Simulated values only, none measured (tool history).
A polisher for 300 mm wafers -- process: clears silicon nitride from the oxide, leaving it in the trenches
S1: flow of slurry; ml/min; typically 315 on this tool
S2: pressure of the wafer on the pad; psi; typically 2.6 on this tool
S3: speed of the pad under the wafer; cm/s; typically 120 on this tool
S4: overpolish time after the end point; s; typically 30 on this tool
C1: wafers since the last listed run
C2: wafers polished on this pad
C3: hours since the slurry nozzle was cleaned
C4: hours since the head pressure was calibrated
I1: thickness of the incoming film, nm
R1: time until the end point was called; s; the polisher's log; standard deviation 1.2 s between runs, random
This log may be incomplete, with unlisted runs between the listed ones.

{"run": 1, "hour": 0.0, "S1": 315, "S2": 2.9, "S3": 96, "S4": 30, "C1": 0, "C2": 1437, "C3": 418.5, "C4": 18.8, "I1": 119.7, "R1": 122.6}
{"run": 2, "hour": 51.1, "S1": 315, "S2": 2.6, "S3": 120, "S4": 30, "C1": 215, "C2": 1653, "C3": 469.6, "C4": 69.9, "I1": 119.8, "R1": 110.8}
{"hour": 202.1, "done": "worn pad replaced by a new one"}
{"run": 3, "hour": 263.5, "S1": 315, "S2": 2.6, "S3": 120, "S4": 30, "C1": 878, "C2": 258, "C3": 682.0, "C4": 282.3, "I1": 120.5, "R1": 105.4}
{"run": 4, "hour": 329.4, "S1": 365, "S2": 2.6, "S3": 150, "S4": 30, "C1": 277, "C2": 536, "C3": 747.9, "C4": 348.2, "I1": 120.1, "R1": 82.3}
{"run": 5, "hour": 367.8, "S1": 365, "S2": 2.6, "S3": 150, "S4": 30, "C1": 161, "C2": 698, "C3": 786.3, "C4": 386.6, "I1": 120.7, "R1": 84.5}
{"run": 6, "hour": 439.1, "S1": 365, "S2": 2.6, "S3": 150, "S4": 30, "C1": 300, "C2": 998, "C3": 857.6, "C4": 457.9, "I1": 120.5, "R1": 85.2}
{"hour": 470.2, "done": "slurry nozzle cleaned"}
{"run": 7, "hour": 481.4, "S1": 315, "S2": 2.6, "S3": 120, "S4": 30, "C1": 174, "C2": 1172, "C3": 11.2, "C4": 500.2, "I1": 118.4, "R1": 108.5}
{"run": 8, "hour": 551.8, "S1": 315, "S2": 2.6, "S3": 120, "S4": 30, "C1": 296, "C2": 1469, "C3": 81.6, "C4": 570.6, "I1": 118.0, "R1": 105.7}
{"run": 9, "hour": 620.6, "S1": 315, "S2": 2.6, "S3": 120, "S4": 30, "C1": 289, "C2": 1759, "C3": 150.4, "C4": 639.4, "I1": 121.6, "R1": 113.7}
{"run": 10, "hour": 648.5, "S1": 400, "S2": 2.3, "S3": 120, "S4": 30, "C1": 117, "C2": 1877, "C3": 178.3, "C4": 667.3, "I1": 118.5, "R1": 126.2}
{"hour": 663.5, "done": "head pressure recalibrated"}
{"run": 11, "hour": 678.0, "S1": 315, "S2": 2.6, "S3": 120, "S4": 30, "C1": 115, "C2": 1993, "C3": 207.8, "C4": 14.5, "I1": 119.9, "R1": 117.3}
{"run": 12, "hour": 717.9, "S1": 315, "S2": 3.2, "S3": 120, "S4": 20, "C1": 168, "C2": 2161, "C3": 247.7, "C4": 54.4, "I1": 121.6, "R1": 97.8}
{"run": 13, "hour": 757.5, "S1": 420, "S2": 3.0, "S3": 120, "S4": 23, "C1": 166, "C2": 2328, "C3": 287.3, "C4": 94.0, "I1": 121.0, "R1": 102.9}
{"hour": 791.7, "done": "worn pad replaced by a new one"}
{"run": 14, "hour": 794.7, "S1": 315, "S2": 2.6, "S3": 120, "S4": 30, "C1": 139, "C2": 12, "C3": 324.5, "C4": 131.2, "I1": 118.0, "R1": 101.7}
{"run": 15, "hour": 925.6, "S1": 270, "S2": 2.6, "S3": 104, "S4": 30, "C1": 551, "C2": 564, "C3": 455.4, "C4": 262.1, "I1": 120.7, "R1": 126.6}
{"run": 16, "hour": 962.7, "S1": 215, "S2": 1.8, "S3": 86, "S4": 45, "C1": 156, "C2": 720, "C3": 492.5, "C4": 299.2, "I1": 119.8, "R1": 226.1}
{"run": 17, "hour": 1027.9, "S1": 315, "S2": 2.6, "S3": 120, "S4": 30, "C1": 274, "C2": 995, "C3": 557.7, "C4": 364.4, "I1": 118.9, "R1": 104.5}
{"run": 18, "hour": 1066.0, "S1": 225, "S2": 2.1, "S3": 136, "S4": 14, "C1": 160, "C2": 1155, "C3": 595.8, "C4": 402.5, "I1": 121.1, "R1": 122.7}
{"run": 19, "hour": 1137.1, "S1": 315, "S2": 2.6, "S3": 120, "S4": 30, "C1": 299, "C2": 1455, "C3": 666.9, "C4": 473.6, "I1": 120.4, "R1": 107.5}
{"run": 20, "hour": 1181.1, "S1": 265, "S2": 2.6, "S3": 120, "S4": 22, "C1": 185, "C2": 1641, "C3": 710.9, "C4": 517.6, "I1": 119.9, "R1": 112.8}
{"run": 21, "hour": 1205.3, "S1": 285, "S2": 2.6, "S3": 120, "S4": 17, "C1": 101, "C2": 1743, "C3": 735.1, "C4": 541.8, "I1": 119.6, "R1": 112.6}
{"hour": 1232.0, "done": "slurry nozzle cleaned"}
{"run": 22, "hour": 1238.3, "S1": 280, "S2": 3.4, "S3": 120, "S4": 30, "C1": 134, "C2": 1877, "C3": 6.3, "C4": 574.8, "I1": 120.7, "R1": 87.2}
{"run": 23, "hour": 1269.4, "S1": 360, "S2": 3.4, "S3": 120, "S4": 30, "C1": 131, "C2": 2008, "C3": 37.4, "C4": 605.9, "I1": 121.5, "R1": 88.4}
{"hour": 1327.5, "done": "worn pad replaced by a new one"}
{"run": 24, "hour": 1333.4, "S1": 345, "S2": 2.3, "S3": 102, "S4": 47, "C1": 252, "C2": 24, "C3": 101.4, "C4": 669.9, "I1": 119.5, "R1": 138.0}
{"run": 25, "hour": 1369.9, "S1": 235, "S2": 2.6, "S3": 98, "S4": 45, "C1": 153, "C2": 178, "C3": 137.9, "C4": 706.4, "I1": 117.9, "R1": 129.6}
{"hour": 1372.7, "done": "head pressure recalibrated"}
{"run": 26, "hour": 1430.3, "S1": 315, "S2": 1.8, "S3": 162, "S4": 41, "C1": 246, "C2": 424, "C3": 198.3, "C4": 57.6, "I1": 121.1, "R1": 113.8}
{"run": 27, "hour": 1573.0, "S1": 315, "S2": 2.6, "S3": 120, "S4": 30, "C1": 601, "C2": 1026, "C3": 341.0, "C4": 200.3, "I1": 121.2, "R1": 109.5}
{"run": 28, "hour": 1631.9, "S1": 315, "S2": 3.4, "S3": 94, "S4": 30, "C1": 248, "C2": 1274, "C3": 399.9, "C4": 259.2, "I1": 120.7, "R1": 107.8}
{"run": 29, "hour": 1689.4, "S1": 315, "S2": 3.0, "S3": 162, "S4": 30, "C1": 242, "C2": 1516, "C3": 457.4, "C4": 316.7, "I1": 120.8, "R1": 71.8}
{"run": 30, "hour": 1721.3, "S1": 315, "S2": 2.1, "S3": 120, "S4": 16, "C1": 134, "C2": 1651, "C3": 489.3, "C4": 348.6, "I1": 120.5, "R1": 141.0}
{"run": 31, "hour": 1750.0, "S1": 315, "S2": 2.6, "S3": 120, "S4": 17, "C1": 120, "C2": 1772, "C3": 518.0, "C4": 377.3, "I1": 121.2, "R1": 115.3}
{"run": 32, "hour": 1800.7, "S1": 315, "S2": 3.5, "S3": 98, "S4": 18, "C1": 213, "C2": 1985, "C3": 568.7, "C4": 428.0, "I1": 119.1, "R1": 105.1}
{"run": 33, "hour": 1842.2, "S1": 315, "S2": 2.6, "S3": 158, "S4": 30, "C1": 174, "C2": 2160, "C3": 610.2, "C4": 469.5, "I1": 120.6, "R1": 88.8}
{"hour": 1881.9, "done": "worn pad replaced by a new one"}
{"hour": 1966.1, "done": "slurry nozzle cleaned"}
{"hour": 1999.0, "done": "head pressure recalibrated"}
{"run": 34, "hour": 2027.4, "S1": 315, "S2": 2.6, "S3": 78, "S4": 42, "C1": 751, "C2": 600, "C3": 61.3, "C4": 28.4, "I1": 120.0, "R1": 160.5}
{"run": 35, "hour": 2096.0, "S1": 315, "S2": 2.6, "S3": 148, "S4": 30, "C1": 289, "C2": 889, "C3": 129.9, "C4": 97.0, "I1": 120.8, "R1": 87.8}
{"run": 36, "hour": 2133.9, "S1": 315, "S2": 2.6, "S3": 120, "S4": 30, "C1": 159, "C2": 1049, "C3": 167.8, "C4": 134.9, "I1": 121.5, "R1": 109.3}

Branching from run 36: 4 alternative next runs. What would each branch give?
{"run": "A", "hour": 2134.4, "S1": 315, "S2": 2.6, "S3": 120, "S4": 30, "C1": 2, "C2": 1051, "C3": 168.3, "C4": 135.4, "I1": 120.1, "R1": "?"}
{"run": "B", "hour": 2134.4, "S1": 270, "S2": 2.6, "S3": 96, "S4": 39, "C1": 2, "C2": 1051, "C3": 168.3, "C4": 135.4, "I1": 120.1, "R1": "?"}
{"run": "C", "hour": 2134.4, "S1": 395, "S2": 2.6, "S3": 120, "S4": 30, "C1": 2, "C2": 1051, "C3": 168.3, "C4": 135.4, "I1": 120.1, "R1": "?"}
{"run": "D", "hour": 2134.4, "S1": 315, "S2": 3.5, "S3": 120, "S4": 20, "C1": 2, "C2": 1051, "C3": 168.3, "C4": 135.4, "I1": 120.1, "R1": "?"}

run=A R1=109.0
run=B R1=138.4
run=C R1=106.9
run=D R1=81.0
Take away the tool's hidden state, keep each run's random variation, and the runs would have read:
run=A R1=105.1
run=B R1=133.5
run=C R1=103.1
run=D R1=78.1
